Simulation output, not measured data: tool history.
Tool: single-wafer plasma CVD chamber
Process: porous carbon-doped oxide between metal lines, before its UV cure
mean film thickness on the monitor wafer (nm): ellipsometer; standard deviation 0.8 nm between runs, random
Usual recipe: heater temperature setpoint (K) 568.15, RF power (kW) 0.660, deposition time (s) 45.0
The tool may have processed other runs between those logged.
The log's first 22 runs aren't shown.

| run | hour | heater temperature setpoint (K) | RF power (kW) | deposition time (s) | wafers since the last listed run | hours since the last thermocouple change | hours since the last RF generator calibration | hours since the showerhead was replaced | hours since the gauge calibration | read-back reference wafer on the same gauge, thickness_nm | mean film thickness on the monitor wafer (nm) |
|---|---|---|---|---|---|---|---|---|---|---|---|
| 23 | 644.5 | 568.15 | 0.660 | 45.0 | 394 | 119.2 | 61.6 | 265.7 | 366.6 | 311.924 | 305.431 |
| 24 | 658.2 | 555.15 | 0.720 | 49.4 | 178 | 132.9 | 75.3 | 279.4 | 380.3 | 311.795 | 378.355 |
| 25 | 685.2 | 558.15 | 0.785 | 39.1 | 351 | 159.9 | 102.3 | 306.4 | 407.3 | 312.371 | 312.294 |
| 26 | 714.8 | 568.15 | 0.660 | 45.0 | 385 | 189.5 | 131.9 | 336.0 | 436.9 | 311.962 | 303.743 |
| 27 | 739.7 | 554.15 | 0.785 | 51.5 | 324 | 214.4 | 156.8 | 360.9 | 461.8 | 311.807 | 417.209 |
| 28 | 758.1 | 583.15 | 0.765 | 51.8 | 239 | 232.8 | 175.2 | 379.3 | 480.2 | 312.121 | 355.777 |
| 29 | 771.5 | 577.15 | 0.555 | 45.0 | 174 | 246.2 | 188.6 | 392.7 | 493.6 | 312.067 | 260.274 |
| 30 | 825.4 | 568.15 | 0.660 | 45.0 | 701 | 300.1 | 242.5 | 446.6 | 547.5 | 311.883 | 303.173 |
| 31 | 854.0 | 557.15 | 0.735 | 50.5 | 372 | 328.7 | 271.1 | 475.2 | 576.1 | 312.053 | 385.237 |
| 32 | 889.1 | 577.15 | 0.660 | 45.0 | 456 | 363.8 | 306.2 | 510.3 | 611.2 | 311.852 | 290.330 |
| 33 | 913.6 | 568.15 | 0.660 | 45.0 | 318 | 388.3 | 330.7 | 534.8 | 635.7 | 312.119 | 303.977 |
| 34 | 933.9 | 583.15 | 0.660 | 40.2 | 264 | 408.6 | 351.0 | 555.1 | 656.0 | 311.849 | 251.719 |
| 35 | 947.3 | 573.15 | 0.735 | 45.0 | 174 | 422.0 | 364.4 | 568.5 | 669.4 | 311.766 | 315.409 |

Predict each of these 3 candidate next runs independently; none follows another, all start after run 35:
| A | 947.7 | 568.15 | 0.660 | 45.0 | 5 | 422.4 | 364.8 | 568.9 | 669.8 | ? | ? |
| B | 947.7 | 556.15 | 0.705 | 52.2 | 5 | 422.4 | 364.8 | 568.9 | 669.8 | ? | ? |
| C | 947.7 | 581.15 | 0.530 | 45.0 | 5 | 422.4 | 364.8 | 568.9 | 669.8 | ? | ? |

| run | read-back reference wafer on the same gauge, thickness_nm | mean film thickness on the monitor wafer (nm) |
|---|---|---|
| A | 311.837 | 302.971 |
| B | 311.837 | 389.225 |
| C | 311.837 | 246.868 |
With no hidden state in the tool, these same runs would have given:
| run | mean film thickness on the monitor wafer (nm) |
|---|---|
| A | 307.164 |
| B | 394.589 |
| C | 250.397 |

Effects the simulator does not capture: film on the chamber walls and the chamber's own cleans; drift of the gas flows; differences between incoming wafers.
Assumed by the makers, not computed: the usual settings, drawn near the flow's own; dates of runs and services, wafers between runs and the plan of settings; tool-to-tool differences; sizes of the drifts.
